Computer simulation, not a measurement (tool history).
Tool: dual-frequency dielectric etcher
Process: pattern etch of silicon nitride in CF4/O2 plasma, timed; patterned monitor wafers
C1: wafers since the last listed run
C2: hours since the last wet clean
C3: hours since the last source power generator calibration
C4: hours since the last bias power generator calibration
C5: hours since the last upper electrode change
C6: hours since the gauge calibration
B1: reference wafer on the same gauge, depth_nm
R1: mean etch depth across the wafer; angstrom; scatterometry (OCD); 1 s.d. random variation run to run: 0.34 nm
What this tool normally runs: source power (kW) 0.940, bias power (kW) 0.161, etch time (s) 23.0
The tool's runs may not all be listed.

{"run": 1, "day": 0.0, "source power (kW)": 0.81, "bias power (kW)": 0.172, "etch time (s)": 23.0, "C1": 0, "C2": 318.9, "C3": 3838.8, "C4": 2217.6, "C5": 3629.8, "C6": 108.3, "B1": 80.2, "R1": 692}
{"run": 2, "day": 0.496, "source power (kW)": 0.89, "bias power (kW)": 0.161, "etch time (s)": 23.0, "C1": 247, "C2": 330.8, "C3": 3850.7, "C4": 2229.5, "C5": 3641.7, "C6": 120.2, "B1": 80.3, "R1": 739}
{"run": 3, "day": 0.925, "source power (kW)": 0.94, "bias power (kW)": 0.138, "etch time (s)": 23.0, "C1": 213, "C2": 341.1, "C3": 3861.0, "C4": 2239.8, "C5": 3652.0, "C6": 130.5, "B1": 80.4, "R1": 754}
{"run": 4, "day": 1.471, "source power (kW)": 0.94, "bias power (kW)": 0.161, "etch time (s)": 23.0, "C1": 272, "C2": 354.2, "C3": 3874.1, "C4": 2252.9, "C5": 3665.1, "C6": 143.6, "B1": 80.3, "R1": 781}
{"run": 5, "day": 1.821, "source power (kW)": 0.94, "bias power (kW)": 0.161, "etch time (s)": 23.0, "C1": 174, "C2": 362.6, "C3": 3882.5, "C4": 2261.3, "C5": 3673.5, "C6": 152.0, "B1": 80.3, "R1": 784}
{"run": 6, "day": 2.508, "source power (kW)": 0.94, "bias power (kW)": 0.161, "etch time (s)": 23.0, "C1": 342, "C2": 379.1, "C3": 3899.0, "C4": 2277.8, "C5": 3690.0, "C6": 168.5, "B1": 80.3, "R1": 785}
{"day": 3.475, "done": "gauge calibrated"}
{"day": 3.767, "done": "wet clean of the chamber"}
{"day": 4.25, "done": "source power generator calibrated"}
{"day": 4.292, "done": "upper electrode replaced"}
{"run": 7, "day": 4.312, "source power (kW)": 0.94, "bias power (kW)": 0.161, "etch time (s)": 23.0, "C1": 296, "C2": 13.1, "C3": 1.5, "C4": 2321.1, "C5": 0.5, "C6": 20.1, "B1": 80.3, "R1": 703}
{"run": 8, "day": 4.325, "source power (kW)": 0.94, "bias power (kW)": 0.15, "etch time (s)": 17.0, "C1": 6, "C2": 13.4, "C3": 1.8, "C4": 2321.4, "C5": 0.8, "C6": 20.4, "B1": 80.3, "R1": 511}
{"run": 9, "day": 4.342, "source power (kW)": 0.94, "bias power (kW)": 0.161, "etch time (s)": 26.0, "C1": 8, "C2": 13.8, "C3": 2.2, "C4": 2321.8, "C5": 1.2, "C6": 20.8, "B1": 80.3, "R1": 801}
{"day": 4.817, "done": "bias power generator calibrated"}
{"day": 5.508, "done": "wet clean of the chamber, repeated, since the last time left the tool worse"}
{"run": 10, "day": 5.529, "source power (kW)": 0.76, "bias power (kW)": 0.161, "etch time (s)": 23.0, "C1": 163, "C2": 0.5, "C3": 30.7, "C4": 17.1, "C5": 29.7, "C6": 49.3, "B1": 80.3, "R1": 611}
{"run": 11, "day": 5.542, "source power (kW)": 0.94, "bias power (kW)": 0.161, "etch time (s)": 23.0, "C1": 6, "C2": 0.8, "C3": 31.0, "C4": 17.4, "C5": 30.0, "C6": 49.6, "B1": 80.3, "R1": 759}
{"run": 12, "day": 5.646, "source power (kW)": 0.94, "bias power (kW)": 0.126, "etch time (s)": 28.5, "C1": 51, "C2": 3.3, "C3": 33.5, "C4": 19.9, "C5": 32.5, "C6": 52.1, "B1": 80.3, "R1": 881}
{"run": 13, "day": 6.35, "source power (kW)": 0.81, "bias power (kW)": 0.195, "etch time (s)": 23.0, "C1": 350, "C2": 20.2, "C3": 50.4, "C4": 36.8, "C5": 49.4, "C6": 69.0, "B1": 80.3, "R1": 688}
{"run": 14, "day": 6.617, "source power (kW)": 0.76, "bias power (kW)": 0.187, "etch time (s)": 30.0, "C1": 132, "C2": 26.6, "C3": 56.8, "C4": 43.2, "C5": 55.8, "C6": 75.4, "B1": 80.3, "R1": 833}
{"run": 15, "day": 7.042, "source power (kW)": 0.94, "bias power (kW)": 0.161, "etch time (s)": 23.0, "C1": 211, "C2": 36.8, "C3": 67.0, "C4": 53.4, "C5": 66.0, "C6": 85.6, "B1": 80.3, "R1": 765}

Describe how what the log doesn't record of the tool's condition differs between the last listed run preceding each entry between runs and the first listed run following it.
Logged between run 6 and run 7: gauge calibrated (day 3.475); wet clean of the chamber (day 3.767); source power generator calibrated (day 4.250); upper electrode replaced (day 4.292)
  etch rate over this chamber's usual, %: 3.67 -> -6.78
  measured less the result without the state, R1: +28 -> -51 angstrom
Logged between run 9 and run 10: bias power generator calibrated (day 4.817); wet clean of the chamber, repeated, since the last time left the tool worse (day 5.508)
  etch rate over this chamber's usual, %: -6.77 -> 0.0582
  measured less the result without the state, R1: -58 -> +1 angstrom
